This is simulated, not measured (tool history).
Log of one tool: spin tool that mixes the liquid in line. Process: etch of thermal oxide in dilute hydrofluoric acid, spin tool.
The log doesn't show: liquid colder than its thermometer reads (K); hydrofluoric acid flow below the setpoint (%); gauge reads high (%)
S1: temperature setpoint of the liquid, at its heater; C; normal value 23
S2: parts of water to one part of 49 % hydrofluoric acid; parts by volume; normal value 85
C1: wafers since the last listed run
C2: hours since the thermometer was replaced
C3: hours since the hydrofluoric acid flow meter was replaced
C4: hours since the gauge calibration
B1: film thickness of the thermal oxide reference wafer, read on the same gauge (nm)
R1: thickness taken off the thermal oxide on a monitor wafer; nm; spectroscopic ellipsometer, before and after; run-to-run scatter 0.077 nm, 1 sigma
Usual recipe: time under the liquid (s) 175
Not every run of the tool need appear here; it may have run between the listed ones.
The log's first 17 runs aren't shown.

Run 18, hour 1426: usual settings but S1 25.5 C, S2 125 parts by volume, time under the liquid (s) 75; C1 677; C2 461.8; C3 115.7; C4 1523.5; B1 60. Result: R1 2.61 nm.
Run 19, hour 1599.5: usual settings but S1 18 C, time under the liquid (s) 100; C1 1280; C2 635.3; C3 289.2; C4 1697; B1 59.99. Result: R1 3.98 nm.
Run 20, hour 1638.5: usual settings but S1 21.5 C, S2 110 parts by volume, time under the liquid (s) 260; C1 287; C2 674.3; C3 328.2; C4 1736; B1 59.99. Result: R1 8.99 nm.
Run 21, hour 1696.7: usual settings but S1 24.5 C, S2 65 parts by volume, time under the liquid (s) 235; C1 429; C2 732.5; C3 386.4; C4 1794.2; B1 59.99. Result: R1 16.18 nm.
Run 22, hour 1778.7: usual settings but S2 95 parts by volume, time under the liquid (s) 205; C1 605; C2 814.5; C3 468.4; C4 1876.2; B1 60. Result: R1 8.79 nm.
Run 23, hour 1861.7: usual settings but S1 18.5 C, time under the liquid (s) 130; C1 612; C2 897.5; C3 551.4; C4 1959.2; B1 59.99. Result: R1 5.15 nm.
Run 24, hour 1913.6: usual settings but S1 20.5 C, S2 50 parts by volume, time under the liquid (s) 240; C1 383; C2 949.4; C3 603.3; C4 2011.1; B1 60. Result: R1 18.44 nm.
At hour 1916.3: gauge calibrated.
At hour 2142.8: hydrofluoric acid flow meter replaced.
Run 25, hour 2199.1: usual settings but S1 21 C, time under the liquid (s) 225; C1 2100; C2 1234.9; C3 56.3; C4 282.8; B1 59.98. Result: R1 9.6 nm.
Run 26, hour 2266.7: usual settings but S1 19.5 C; C1 499; C2 1302.5; C3 123.9; C4 350.4; B1 59.99. Result: R1 7.2 nm.
At hour 2310.7: thermometer replaced.
Run 27, hour 2323.1: usual settings but S2 100 parts by volume, time under the liquid (s) 115; C1 408; C2 12.4; C3 180.3; C4 406.8; B1 59.98. Result: R1 4.82 nm.
Run 28, hour 2402.2: usual settings but S1 21.5 C, S2 65 parts by volume, time under the liquid (s) 255; C1 583; C2 91.5; C3 259.4; C4 485.9; B1 60.03. Result: R1 15.82 nm.
Run 29, hour 2482.9: usual settings but S1 26.5 C, S2 110 parts by volume, time under the liquid (s) 115; C1 595; C2 172.2; C3 340.1; C4 566.6; B1 59.99. Result: R1 4.88 nm.
Run 30, hour 2555.2: usual settings; C1 533; C2 244.5; C3 412.4; C4 638.9; B1 59.98. Result: R1 8.72 nm.
Run 31, hour 2591.7: usual settings but S1 21.5 C, S2 110 parts by volume, time under the liquid (s) 260; C1 269; C2 281; C3 448.9; C4 675.4; B1 60.01. Result: R1 9.14 nm.
Run 32, hour 2687.9: usual settings; C1 710; C2 377.2; C3 545.1; C4 771.6; B1 60.03. Result: R1 8.67 nm.
Run 33, hour 2790: usual settings but S2 50 parts by volume, time under the liquid (s) 135; C1 753; C2 479.3; C3 647.2; C4 873.7; B1 60.02. Result: R1 11.8 nm.
Run 34, hour 2861.1: usual settings but S1 20 C, S2 100 parts by volume, time under the liquid (s) 230; C1 524; C2 550.4; C3 718.3; C4 944.8; B1 60. Result: R1 8.35 nm.

3 ways to go on from here, each from the tool as it stands after run 34. What would each give?
Run A, hour 2861.6: usual settings but S1 21.5 C; C1 3; C2 550.9; C3 718.8; C4 945.3; B1 ?. Result: R1 ?.
Run B, hour 2861.6: usual settings but S1 21 C; C1 3; C2 550.9; C3 718.8; C4 945.3; B1 ?. Result: R1 ?.
Run C, hour 2861.6: usual settings but time under the liquid (s) 270; C1 3; C2 550.9; C3 718.8; C4 945.3; B1 ?. Result: R1 ?.

run     B1     R1
  A  60.01   8.06
  B  60.01   7.89
  C  60.01  13.21
Stripped of hidden state, with their random variation kept, the same runs would have yielded:
run     R1
  A   8.28
  B   8.11
  C  13.58
